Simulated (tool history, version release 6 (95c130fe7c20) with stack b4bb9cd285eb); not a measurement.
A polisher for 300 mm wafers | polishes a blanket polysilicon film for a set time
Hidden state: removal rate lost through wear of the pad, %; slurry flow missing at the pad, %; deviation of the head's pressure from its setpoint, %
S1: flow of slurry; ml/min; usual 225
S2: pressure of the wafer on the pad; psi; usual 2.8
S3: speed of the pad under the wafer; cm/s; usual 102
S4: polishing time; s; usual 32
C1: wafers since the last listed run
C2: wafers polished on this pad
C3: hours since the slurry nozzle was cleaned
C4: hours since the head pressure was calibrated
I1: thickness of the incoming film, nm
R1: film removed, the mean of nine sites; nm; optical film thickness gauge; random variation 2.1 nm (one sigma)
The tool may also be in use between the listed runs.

run 1 hour=0 | S1=175 S2=3.1 S3=102 S4=32 | C1=0 C2=152 C3=233.7 C4=121.4 | I1=1039.1 | R1=287.4
run 2 hour=7 | S1=175 S2=3.1 S3=102 S4=32 | C1=93 C2=245 C3=240.7 C4=128.4 | I1=1074.3 | R1=287
run 3 hour=18.8 | S1=175 S2=3.1 S3=102 S4=32 | C1=157 C2=403 C3=252.5 C4=140.2 | I1=1061.7 | R1=284.5
run 4 hour=31.3 | S1=270 S2=2.8 S3=102 S4=26 | C1=166 C2=569 C3=265 C4=152.7 | I1=1072.7 | R1=223.3
run 5 hour=37.5 | S1=270 S2=2.8 S3=102 S4=26 | C1=82 C2=652 C3=271.2 C4=158.9 | I1=1042.2 | R1=221.6
run 6 hour=56.5 | S1=270 S2=2.8 S3=102 S4=26 | C1=253 C2=905 C3=290.2 C4=177.9 | I1=1041.3 | R1=219.8
run 7 hour=65.7 | S1=225 S2=2.8 S3=102 S4=32 | C1=122 C2=1027 C3=299.4 C4=187.1 | I1=1070.6 | R1=264.3
run 8 hour=72.8 | S1=225 S2=2.8 S3=102 S4=32 | C1=94 C2=1122 C3=306.5 C4=194.2 | I1=1054.4 | R1=269
-- hour=82.7 worn pad replaced by a new one
run 9 hour=83.2 | S1=225 S2=2.8 S3=102 S4=32 | C1=85 C2=6 C3=316.9 C4=204.6 | I1=1057.2 | R1=262.2
-- hour=106.3 slurry nozzle cleaned
run 10 hour=130.1 | S1=225 S2=2.8 S3=102 S4=32 | C1=611 C2=617 C3=23.8 C4=251.5 | I1=1049.9 | R1=275.6
run 11 hour=137.2 | S1=225 S2=2.8 S3=102 S4=32 | C1=94 C2=712 C3=30.9 C4=258.6 | I1=1054.8 | R1=275
run 12 hour=148.8 | S1=225 S2=2.8 S3=70 S4=32 | C1=154 C2=867 C3=42.5 C4=270.2 | I1=1079 | R1=188
run 13 hour=157.7 | S1=225 S2=2.8 S3=124 S4=32 | C1=118 C2=985 C3=51.4 C4=279.1 | I1=1063.5 | R1=329.6
run 14 hour=171.1 | S1=225 S2=2.8 S3=66 S4=32 | C1=178 C2=1164 C3=64.8 C4=292.5 | I1=1060.2 | R1=175.6
-- hour=175.4 worn pad replaced by a new one
run 15 hour=181 | S1=195 S2=3.4 S3=102 S4=32 | C1=78 C2=74 C3=74.7 C4=302.4 | I1=1043.3 | R1=327
-- hour=193 head pressure recalibrated
run 16 hour=195.1 | S1=285 S2=1.9 S3=102 S4=32 | C1=161 C2=236 C3=88.8 C4=2.1 | I1=1050.6 | R1=190.6
run 17 hour=215.9 | S1=225 S2=2.8 S3=78 S4=24 | C1=277 C2=513 C3=109.6 C4=22.9 | I1=1058.9 | R1=156
run 18 hour=222.4 | S1=225 S2=2.8 S3=102 S4=42 | C1=86 C2=599 C3=116.1 C4=29.4 | I1=1065.3 | R1=354.9
run 19 hour=235.1 | S1=175 S2=3.1 S3=102 S4=32 | C1=169 C2=768 C3=128.8 C4=42.1 | I1=1049.3 | R1=294.1
run 20 hour=252 | S1=225 S2=2.8 S3=102 S4=32 | C1=225 C2=993 C3=145.7 C4=59 | I1=1041.4 | R1=272
run 21 hour=265 | S1=165 S2=3.3 S3=130 S4=25 | C1=173 C2=1167 C3=158.7 C4=72 | I1=1040.9 | R1=308.5
run 22 hour=274.1 | S1=155 S2=3.7 S3=102 S4=32 | C1=121 C2=1288 C3=167.8 C4=81.1 | I1=1047.9 | R1=336.7

Hidden state or all else? Some run-to-run changes of R1, split into what the settings, what came in and random variation would give without the hidden state, and what is left for the hidden state (with any gauge scatter that isn't in both results):
Run 3 -> 4: S1 175 -> 270, S2 3.1 -> 2.8, S4 32 -> 26. R1 -61.2 nm: hidden state +4.7, all else -65.9.
Run 9 -> 10: slurry nozzle cleaned. R1 +13.4 nm: hidden state +10.9, all else +2.5.
Run 13 -> 14: S3 124 -> 66. R1 -154 nm: hidden state +0.8, all else -154.8.
Run 17 -> 18: S3 78 -> 102, S4 24 -> 42. R1 +198.9 nm: hidden state -3, all else +201.9.
